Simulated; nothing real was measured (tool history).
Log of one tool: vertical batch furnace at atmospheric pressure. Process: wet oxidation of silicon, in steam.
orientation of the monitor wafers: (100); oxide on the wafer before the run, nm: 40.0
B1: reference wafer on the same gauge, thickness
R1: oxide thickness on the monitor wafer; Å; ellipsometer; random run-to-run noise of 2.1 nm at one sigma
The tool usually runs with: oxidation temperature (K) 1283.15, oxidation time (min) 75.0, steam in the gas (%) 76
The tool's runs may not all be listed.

run 1 day=0.000 | oxidation_temperature_(K)=1301.15 oxidation_time_(min)=75.0 steam_in_the_gas_(%)=76 | B1=505.05 | R1=5402.5
run 2 day=1.629 | oxidation_temperature_(K)=1301.15 oxidation_time_(min)=75.0 steam_in_the_gas_(%)=76 | B1=505.05 | R1=5405.5
run 3 day=3.629 | oxidation_temperature_(K)=1301.15 oxidation_time_(min)=75.0 steam_in_the_gas_(%)=76 | B1=504.46 | R1=5450.2
run 4 day=6.317 | oxidation_temperature_(K)=1283.15 oxidation_time_(min)=75.0 steam_in_the_gas_(%)=81 | B1=504.90 | R1=5057.4
run 5 day=9.138 | oxidation_temperature_(K)=1283.15 oxidation_time_(min)=75.0 steam_in_the_gas_(%)=76 | B1=505.04 | R1=4847.4
run 6 day=11.392 | oxidation_temperature_(K)=1283.15 oxidation_time_(min)=75.0 steam_in_the_gas_(%)=76 | B1=505.17 | R1=4874.7
run 7 day=12.433 | oxidation_temperature_(K)=1283.15 oxidation_time_(min)=92.5 steam_in_the_gas_(%)=76 | B1=504.94 | R1=5551.1
run 8 day=13.671 | oxidation_temperature_(K)=1283.15 oxidation_time_(min)=75.0 steam_in_the_gas_(%)=76 | B1=504.96 | R1=4839.5
run 9 day=16.462 | oxidation_temperature_(K)=1283.15 oxidation_time_(min)=75.0 steam_in_the_gas_(%)=76 | B1=505.19 | R1=4852.6
run 10 day=17.642 | oxidation_temperature_(K)=1283.15 oxidation_time_(min)=75.0 steam_in_the_gas_(%)=76 | B1=505.23 | R1=4837.6
run 11 day=18.971 | oxidation_temperature_(K)=1283.15 oxidation_time_(min)=75.0 steam_in_the_gas_(%)=76 | B1=505.31 | R1=4848.7
run 12 day=24.517 | oxidation_temperature_(K)=1291.15 oxidation_time_(min)=75.0 steam_in_the_gas_(%)=76 | B1=504.93 | R1=5073.8
run 13 day=25.808 | oxidation_temperature_(K)=1291.15 oxidation_time_(min)=75.0 steam_in_the_gas_(%)=76 | B1=505.10 | R1=5084.3
run 14 day=28.300 | oxidation_temperature_(K)=1283.15 oxidation_time_(min)=104.0 steam_in_the_gas_(%)=81 | B1=505.60 | R1=6166.7
-- day=28.629 gauge calibrated
run 15 day=30.412 | oxidation_temperature_(K)=1307.15 oxidation_time_(min)=50.0 steam_in_the_gas_(%)=76 | B1=505.05 | R1=4333.4
-- day=32.592 steam generator serviced
run 16 day=32.612 | oxidation_temperature_(K)=1264.15 oxidation_time_(min)=75.0 steam_in_the_gas_(%)=76 | B1=505.31 | R1=4138.0
run 17 day=33.425 | oxidation_temperature_(K)=1297.15 oxidation_time_(min)=101.0 steam_in_the_gas_(%)=86 | B1=504.71 | R1=6632.9
run 18 day=35.167 | oxidation_temperature_(K)=1258.15 oxidation_time_(min)=75.0 steam_in_the_gas_(%)=87 | B1=504.64 | R1=4341.7
run 19 day=36.396 | oxidation_temperature_(K)=1283.15 oxidation_time_(min)=75.0 steam_in_the_gas_(%)=76 | B1=505.33 | R1=4712.6
-- day=40.238 thermocouples replaced and temperature profile calibrated
run 20 day=40.258 | oxidation_temperature_(K)=1283.15 oxidation_time_(min)=75.0 steam_in_the_gas_(%)=66 | B1=504.66 | R1=4248.9
run 21 day=40.500 | oxidation_temperature_(K)=1283.15 oxidation_time_(min)=75.0 steam_in_the_gas_(%)=76 | B1=504.71 | R1=4658.0
-- day=43.475 steam generator serviced, repeated, since the last time left the tool worse
run 22 day=43.496 | oxidation_temperature_(K)=1303.15 oxidation_time_(min)=61.5 steam_in_the_gas_(%)=71 | B1=504.82 | R1=4760.3
run 23 day=49.408 | oxidation_temperature_(K)=1283.15 oxidation_time_(min)=75.0 steam_in_the_gas_(%)=65 | B1=504.78 | R1=4524.6
run 24 day=51.396 | oxidation_temperature_(K)=1283.15 oxidation_time_(min)=102.0 steam_in_the_gas_(%)=76 | B1=505.74 | R1=6025.9
run 25 day=54.200 | oxidation_temperature_(K)=1297.15 oxidation_time_(min)=101.0 steam_in_the_gas_(%)=86 | B1=505.63 | R1=6959.9
run 26 day=56.308 | oxidation_temperature_(K)=1283.15 oxidation_time_(min)=75.0 steam_in_the_gas_(%)=85 | B1=505.33 | R1=5371.8

Each row is a separate what-if for the run after 26, all from the same tool condition, not one after another. Results?
run A day=56.538 | oxidation_temperature_(K)=1283.15 oxidation_time_(min)=75.0 steam_in_the_gas_(%)=76 | B1=? | R1=?
run B day=56.538 | oxidation_temperature_(K)=1307.15 oxidation_time_(min)=46.0 steam_in_the_gas_(%)=70 | B1=? | R1=?
run C day=56.538 | oxidation_temperature_(K)=1283.15 oxidation_time_(min)=75.0 steam_in_the_gas_(%)=70 | B1=? | R1=?
run D day=56.538 | oxidation_temperature_(K)=1302.15 oxidation_time_(min)=97.5 steam_in_the_gas_(%)=69 | B1=? | R1=?

run=A B1=505.11 R1=4951.4
run=B B1=505.11 R1=4011.2
run=C B1=505.11 R1=4700.4
run=D B1=505.11 R1=6124.5
Take away the tool's hidden state, keep each run's random variation, and the runs would have read:
run=A R1=4989.5
run=B R1=4041.6
run=C R1=4736.7
run=D R1=6169.5
